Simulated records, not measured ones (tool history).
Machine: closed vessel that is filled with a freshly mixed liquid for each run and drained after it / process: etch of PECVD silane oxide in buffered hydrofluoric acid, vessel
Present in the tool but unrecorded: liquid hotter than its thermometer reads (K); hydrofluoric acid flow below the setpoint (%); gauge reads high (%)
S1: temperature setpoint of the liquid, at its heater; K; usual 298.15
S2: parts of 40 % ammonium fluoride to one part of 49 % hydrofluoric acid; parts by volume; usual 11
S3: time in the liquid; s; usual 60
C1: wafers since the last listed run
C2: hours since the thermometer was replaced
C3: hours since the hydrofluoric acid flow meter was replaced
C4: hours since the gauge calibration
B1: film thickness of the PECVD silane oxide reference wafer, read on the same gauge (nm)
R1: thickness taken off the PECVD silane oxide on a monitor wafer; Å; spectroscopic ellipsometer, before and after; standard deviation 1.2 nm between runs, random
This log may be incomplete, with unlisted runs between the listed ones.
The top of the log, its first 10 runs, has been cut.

{"run": 11, "hour": 566.2, "S1": 298.15, "S2": 10, "S3": 60, "C1": 6096, "C2": 288.4, "C3": 879.8, "C4": 1298, "B1": 30, "R1": 1250.5}
{"run": 12, "hour": 657.3, "S1": 298.15, "S2": 10, "S3": 60, "C1": 9899, "C2": 379.5, "C3": 970.9, "C4": 1389.1, "B1": 30, "R1": 1247.6}
{"run": 13, "hour": 695.6, "S1": 298.15, "S2": 11, "S3": 75, "C1": 4162, "C2": 417.8, "C3": 1009.2, "C4": 1427.4, "B1": 29.99, "R1": 1413.2}
{"hour": 751.9, "done": "gauge calibrated"}
{"run": 14, "hour": 784.5, "S1": 298.15, "S2": 11, "S3": 75, "C1": 9660, "C2": 506.7, "C3": 1098.1, "C4": 32.6, "B1": 29.99, "R1": 1397.7}
{"hour": 802.9, "done": "hydrofluoric acid flow meter replaced"}
{"run": 15, "hour": 965.9, "S1": 298.15, "S2": 11, "S3": 75, "C1": 19604, "C2": 688.1, "C3": 163, "C4": 214, "B1": 30.02, "R1": 1554.7}
{"run": 16, "hour": 1072.6, "S1": 298.15, "S2": 11, "S3": 60, "C1": 11595, "C2": 794.8, "C3": 269.7, "C4": 320.7, "B1": 29.97, "R1": 1231.4}
{"run": 17, "hour": 1118.5, "S1": 298.15, "S2": 11, "S3": 60, "C1": 4988, "C2": 840.7, "C3": 315.6, "C4": 366.6, "B1": 29.98, "R1": 1258.7}
{"run": 18, "hour": 1176.2, "S1": 300.65, "S2": 11, "S3": 95, "C1": 6270, "C2": 898.4, "C3": 373.3, "C4": 424.3, "B1": 30, "R1": 2242.8}
{"run": 19, "hour": 1280.2, "S1": 302.65, "S2": 15.5, "S3": 95, "C1": 11301, "C2": 1002.4, "C3": 477.3, "C4": 528.3, "B1": 30, "R1": 1799.4}
{"run": 20, "hour": 1354.8, "S1": 298.15, "S2": 11, "S3": 60, "C1": 8106, "C2": 1077, "C3": 551.9, "C4": 602.9, "B1": 30, "R1": 1234.8}
{"run": 21, "hour": 1411.1, "S1": 299.65, "S2": 13.5, "S3": 90, "C1": 6118, "C2": 1133.3, "C3": 608.2, "C4": 659.2, "B1": 29.99, "R1": 1663}
{"run": 22, "hour": 1495.6, "S1": 298.15, "S2": 7.5, "S3": 35, "C1": 9182, "C2": 1217.8, "C3": 692.7, "C4": 743.7, "B1": 30.01, "R1": 1018.8}
{"run": 23, "hour": 1592.0, "S1": 298.15, "S2": 11, "S3": 60, "C1": 10475, "C2": 1314.2, "C3": 789.1, "C4": 840.1, "B1": 30.01, "R1": 1222.5}
{"run": 24, "hour": 1650.3, "S1": 298.15, "S2": 11, "S3": 60, "C1": 6335, "C2": 1372.5, "C3": 847.4, "C4": 898.4, "B1": 30, "R1": 1257.5}
{"hour": 1680.6, "done": "thermometer replaced"}
{"run": 25, "hour": 1694.6, "S1": 300.65, "S2": 11, "S3": 95, "C1": 4705, "C2": 14, "C3": 891.7, "C4": 942.7, "B1": 29.99, "R1": 2081.9}

The next listed run, before its measurement:
{"run": 26, "hour": 1872.8, "S1": 298.15, "S2": 7.5, "S3": 45, "C1": 19365, "C2": 192.2, "C3": 1069.9, "C4": 1120.9, "B1": "?", "R1": "?"}

{"run 26": {"B1": 30.01, "R1": 1183.5}}
Take away the tool's hidden state, keep the run-to-run variation as it was, and the same run would have given R1 1246.2 Å.

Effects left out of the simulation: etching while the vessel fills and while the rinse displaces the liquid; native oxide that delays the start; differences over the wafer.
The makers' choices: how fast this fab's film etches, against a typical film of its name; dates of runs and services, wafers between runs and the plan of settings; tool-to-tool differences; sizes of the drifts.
